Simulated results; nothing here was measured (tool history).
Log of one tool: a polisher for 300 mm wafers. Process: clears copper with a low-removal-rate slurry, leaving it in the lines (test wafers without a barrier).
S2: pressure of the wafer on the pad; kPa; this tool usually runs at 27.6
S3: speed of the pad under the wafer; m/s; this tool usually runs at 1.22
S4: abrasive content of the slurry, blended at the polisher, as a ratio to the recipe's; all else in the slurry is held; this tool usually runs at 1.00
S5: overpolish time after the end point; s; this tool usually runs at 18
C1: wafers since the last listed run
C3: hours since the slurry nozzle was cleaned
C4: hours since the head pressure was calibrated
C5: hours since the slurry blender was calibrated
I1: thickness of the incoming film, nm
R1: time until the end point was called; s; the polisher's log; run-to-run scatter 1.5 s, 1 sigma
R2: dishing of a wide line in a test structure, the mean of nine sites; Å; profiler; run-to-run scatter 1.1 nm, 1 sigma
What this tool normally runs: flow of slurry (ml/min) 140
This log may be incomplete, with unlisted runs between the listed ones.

run 1 day=0.000 | flow_of_slurry_(ml/min)=140 S2=27.6 S3=1.54 S4=1.00 S5=18 | C1=0 wafers_polished_on_this_pad=1084 C3=64.8 C4=549.2 C5=448.1 | I1=637.4 | R1=126.2 R2=585
-- day=4.388 slurry blender recalibrated
run 2 day=8.533 | flow_of_slurry_(ml/min)=140 S2=27.6 S3=1.54 S4=1.00 S5=18 | C1=1687 wafers_polished_on_this_pad=2772 C3=269.6 C4=754.0 C5=99.5 | I1=650.4 | R1=122.7 R2=596
run 3 day=12.138 | flow_of_slurry_(ml/min)=140 S2=27.6 S3=1.22 S4=1.00 S5=18 | C1=719 wafers_polished_on_this_pad=3491 C3=356.1 C4=840.5 C5=186.0 | I1=645.1 | R1=155.8 R2=486
run 4 day=14.304 | flow_of_slurry_(ml/min)=140 S2=27.6 S3=1.22 S4=1.00 S5=18 | C1=432 wafers_polished_on_this_pad=3924 C3=408.1 C4=892.5 C5=238.0 | I1=641.4 | R1=157.1 R2=468
-- day=16.662 worn pad replaced by a new one
-- day=16.696 head pressure recalibrated
run 5 day=17.421 | flow_of_slurry_(ml/min)=140 S2=27.6 S3=0.92 S4=1.00 S5=18 | C1=582 wafers_polished_on_this_pad=144 C3=482.9 C4=17.4 C5=312.8 | I1=647.1 | R1=211.4 R2=374
run 6 day=20.671 | flow_of_slurry_(ml/min)=140 S2=27.6 S3=0.92 S4=1.00 S5=18 | C1=648 wafers_polished_on_this_pad=793 C3=560.9 C4=95.4 C5=390.8 | I1=649.5 | R1=211.3 R2=367
-- day=22.221 slurry blender recalibrated
run 7 day=23.200 | flow_of_slurry_(ml/min)=140 S2=24.1 S3=1.22 S4=1.00 S5=18 | C1=488 wafers_polished_on_this_pad=1281 C3=621.6 C4=156.1 C5=23.5 | I1=637.7 | R1=168.5 R2=446
run 8 day=25.112 | flow_of_slurry_(ml/min)=140 S2=24.1 S3=1.22 S4=1.00 S5=18 | C1=381 wafers_polished_on_this_pad=1663 C3=667.5 C4=202.0 C5=69.4 | I1=652.1 | R1=177.1 R2=429
-- day=28.267 slurry nozzle cleaned
run 9 day=28.742 | flow_of_slurry_(ml/min)=140 S2=24.1 S3=1.22 S4=1.00 S5=18 | C1=716 wafers_polished_on_this_pad=2380 C3=11.4 C4=289.1 C5=156.5 | I1=655.2 | R1=176.2 R2=448
run 10 day=33.117 | flow_of_slurry_(ml/min)=125 S2=33.1 S3=1.22 S4=1.00 S5=18 | C1=873 wafers_polished_on_this_pad=3253 C3=116.4 C4=394.1 C5=261.5 | I1=646.9 | R1=135.1 R2=551
run 11 day=36.654 | flow_of_slurry_(ml/min)=125 S2=33.1 S3=1.22 S4=1.00 S5=18 | C1=706 wafers_polished_on_this_pad=3960 C3=201.3 C4=479.0 C5=346.4 | I1=646.1 | R1=135.8 R2=546
-- day=38.650 worn pad replaced by a new one
run 12 day=38.754 | flow_of_slurry_(ml/min)=140 S2=27.6 S3=1.00 S4=1.00 S5=18 | C1=386 wafers_polished_on_this_pad=20 C3=251.7 C4=529.4 C5=396.8 | I1=647.9 | R1=196.4 R2=402
run 13 day=42.779 | flow_of_slurry_(ml/min)=140 S2=27.6 S3=0.94 S4=1.00 S5=23 | C1=803 wafers_polished_on_this_pad=824 C3=348.3 C4=626.0 C5=493.4 | I1=649.3 | R1=206.7 R2=453
-- day=43.088 slurry blender recalibrated
run 14 day=47.042 | flow_of_slurry_(ml/min)=140 S2=27.6 S3=1.08 S4=0.90 S5=18 | C1=834 wafers_polished_on_this_pad=1658 C3=450.6 C4=728.3 C5=94.9 | I1=645.7 | R1=180.5 R2=418
run 15 day=49.875 | flow_of_slurry_(ml/min)=140 S2=27.6 S3=1.22 S4=1.00 S5=18 | C1=565 wafers_polished_on_this_pad=2224 C3=518.6 C4=796.3 C5=162.9 | I1=641.1 | R1=153.8 R2=486
run 16 day=51.892 | flow_of_slurry_(ml/min)=140 S2=27.6 S3=1.22 S4=1.00 S5=8 | C1=402 wafers_polished_on_this_pad=2627 C3=567.0 C4=844.7 C5=211.3 | I1=644.1 | R1=156.3 R2=239
run 17 day=54.621 | flow_of_slurry_(ml/min)=140 S2=27.6 S3=1.22 S4=0.75 S5=18 | C1=544 wafers_polished_on_this_pad=3172 C3=632.5 C4=910.2 C5=276.8 | I1=652.0 | R1=171.3 R2=436
-- day=56.129 head pressure recalibrated
-- day=58.025 worn pad replaced by a new one
run 18 day=58.883 | flow_of_slurry_(ml/min)=140 S2=24.1 S3=1.22 S4=0.80 S5=18 | C1=801 wafers_polished_on_this_pad=171 C3=734.8 C4=66.1 C5=379.1 | I1=649.7 | R1=191.3 R2=408
run 19 day=60.671 | flow_of_slurry_(ml/min)=105 S2=21.4 S3=1.22 S4=1.00 S5=18 | C1=356 wafers_polished_on_this_pad=528 C3=777.7 C4=109.0 C5=422.0 | I1=646.7 | R1=221.5 R2=357
run 20 day=62.679 | flow_of_slurry_(ml/min)=140 S2=24.1 S3=1.22 S4=1.00 S5=18 | C1=400 wafers_polished_on_this_pad=929 C3=825.9 C4=157.2 C5=470.2 | I1=640.2 | R1=187.1 R2=407
-- day=63.133 slurry nozzle cleaned
run 21 day=66.183 | flow_of_slurry_(ml/min)=140 S2=27.6 S3=1.48 S4=1.00 S5=10 | C1=691 wafers_polished_on_this_pad=1620 C3=73.2 C4=241.3 C5=554.3 | I1=652.2 | R1=136.5 R2=330

For run 22, what comes out?
-- day=66.733 slurry blender recalibrated
run 22 day=69.079 | flow_of_slurry_(ml/min)=140 S2=20.0 S3=1.22 S4=1.00 S5=18 | C1=561 wafers_polished_on_this_pad=2181 C3=142.7 C4=310.8 C5=56.3 | I1=640.9 | R1=? R2=?

R1: 212.4 s
R2: 358 Å
Minus the tool's unlogged condition, the same run would have read R1 209.3 s, R2 362 Å.
